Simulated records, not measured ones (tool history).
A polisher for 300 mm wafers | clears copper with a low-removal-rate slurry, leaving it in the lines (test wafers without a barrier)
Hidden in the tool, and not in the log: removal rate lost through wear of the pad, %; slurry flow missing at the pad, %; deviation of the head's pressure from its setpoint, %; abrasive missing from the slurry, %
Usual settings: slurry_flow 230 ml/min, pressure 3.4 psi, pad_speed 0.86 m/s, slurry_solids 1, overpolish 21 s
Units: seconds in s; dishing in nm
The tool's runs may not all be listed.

| run | hour | slurry_flow | pressure | pad_speed | slurry_solids | overpolish | wafers since the last listed run | wafers polished on this pad | hours since the slurry nozzle was cleaned | hours since the head pressure was calibrated | hours since the slurry blender was calibrated | incoming thickness of the incoming film, nm | seconds | dishing |
|---|---|---|---|---|---|---|---|---|---|---|---|---|---|---|
| 1 | 0 | 230 | 3.4 | 0.86 | 1 | 21 | 0 | 1034 | 284.7 | 651.4 | 138.9 | 400.5 | 156.7 | 34.4 |
|  | 2.4 | head pressure recalibrated |
| 2 | 49.6 | 230 | 3.4 | 0.86 | 1 | 21 | 306 | 1340 | 334.3 | 47.2 | 188.5 | 397 | 149.4 | 35.2 |
|  | 61.9 | worn pad replaced by a new one |
| 3 | 91.1 | 255 | 3.4 | 0.86 | 1 | 21 | 241 | 188 | 375.8 | 88.7 | 230 | 401.5 | 133.7 | 38.2 |
| 4 | 118.4 | 255 | 3.4 | 0.86 | 1 | 21 | 176 | 364 | 403.1 | 116 | 257.3 | 386.4 | 130.8 | 37.6 |
| 5 | 153.6 | 255 | 3.4 | 0.86 | 1 | 21 | 226 | 591 | 438.3 | 151.2 | 292.5 | 391.9 | 132.3 | 38 |
|  | 189.6 | slurry nozzle cleaned |
| 6 | 217.3 | 230 | 3.4 | 0.86 | 1 | 21 | 404 | 995 | 27.7 | 214.9 | 356.2 | 393.4 | 146.1 | 36.1 |
|  | 256 | worn pad replaced by a new one |
| 7 | 259.4 | 230 | 3.4 | 0.86 | 1.1 | 24 | 245 | 21 | 69.8 | 257 | 398.3 | 394.7 | 127 | 43.8 |
|  | 318.5 | slurry blender recalibrated |
| 8 | 320.8 | 230 | 3.4 | 0.86 | 1 | 21 | 382 | 404 | 131.2 | 318.4 | 2.3 | 403.8 | 142.1 | 37.5 |
|  | 437.6 | worn pad replaced by a new one |
| 9 | 488.8 | 230 | 3.4 | 0.86 | 1 | 21 | 1057 | 330 | 299.2 | 486.4 | 170.3 | 397.6 | 139 | 37.2 |
| 10 | 548.2 | 175 | 3 | 1.06 | 0.8 | 21 | 382 | 713 | 358.6 | 545.8 | 229.7 | 401.4 | 150 | 35.1 |
|  | 595 | slurry nozzle cleaned |
| 11 | 615.5 | 230 | 3.4 | 0.86 | 1 | 21 | 427 | 1140 | 20.5 | 613.1 | 297 | 392.1 | 154.4 | 34 |
|  | 646.6 | worn pad replaced by a new one |
|  | 663.7 | head pressure recalibrated |
| 12 | 748.7 | 230 | 4.3 | 0.86 | 1 | 21 | 820 | 645 | 153.7 | 85 | 430.2 | 398.6 | 112.4 | 45 |
|  | 759.8 | slurry blender recalibrated |
| 13 | 792.8 | 230 | 3.4 | 0.58 | 1 | 21 | 271 | 917 | 197.8 | 129.1 | 33 | 393.1 | 212.3 | 25.8 |
| 14 | 824.1 | 230 | 4.4 | 0.96 | 0.75 | 14 | 201 | 1118 | 229.1 | 160.4 | 64.3 | 389.5 | 110.4 | 32.1 |
| 15 | 873.1 | 230 | 4.2 | 0.6 | 1 | 21 | 315 | 1434 | 278.1 | 209.4 | 113.3 | 399.5 | 176.9 | 30.5 |
|  | 885.3 | worn pad replaced by a new one |
| 16 | 920 | 165 | 3.4 | 0.76 | 1.25 | 27 | 276 | 223 | 325 | 256.3 | 160.2 | 398.1 | 148.8 | 42.2 |
| 17 | 949.6 | 210 | 3 | 0.68 | 1 | 30 | 190 | 414 | 354.6 | 285.9 | 189.8 | 389.7 | 203.8 | 35.9 |
| 18 | 1018.7 | 230 | 3.9 | 0.86 | 1.1 | 21 | 445 | 860 | 423.7 | 355 | 258.9 | 398.9 | 124.5 | 41.3 |

Forecast each of these 5 alternatives for the next run:
| A | 1019.2 | 230 | 3.4 | 0.86 | 1.25 | 21 | 3 | 863 | 424.2 | 355.5 | 259.4 | 395.4 | ? | ? |
| B | 1019.2 | 230 | 3.4 | 0.86 | 1.1 | 21 | 3 | 863 | 424.2 | 355.5 | 259.4 | 395.4 | ? | ? |
| C | 1019.2 | 230 | 3.4 | 0.86 | 1 | 30 | 3 | 863 | 424.2 | 355.5 | 259.4 | 395.4 | ? | ? |
| D | 1019.2 | 230 | 3.4 | 0.86 | 0.85 | 12 | 3 | 863 | 424.2 | 355.5 | 259.4 | 395.4 | ? | ? |
| E | 1019.2 | 200 | 3.4 | 0.72 | 1 | 21 | 3 | 863 | 424.2 | 355.5 | 259.4 | 395.4 | ? | ? |

| run | seconds | dishing |
|---|---|---|
| A | 136.7 | 37.3 |
| B | 142.5 | 36.1 |
| C | 147.1 | 45.7 |
| D | 155.8 | 21.2 |
| E | 178.8 | 30.2 |
Without the tool's hidden state the same runs would have given:
| run | seconds | dishing |
|---|---|---|
| A | 120.1 | 41.1 |
| B | 125.1 | 39.9 |
| C | 129.2 | 49.9 |
| D | 136.9 | 23.7 |
| E | 157 | 33.5 |
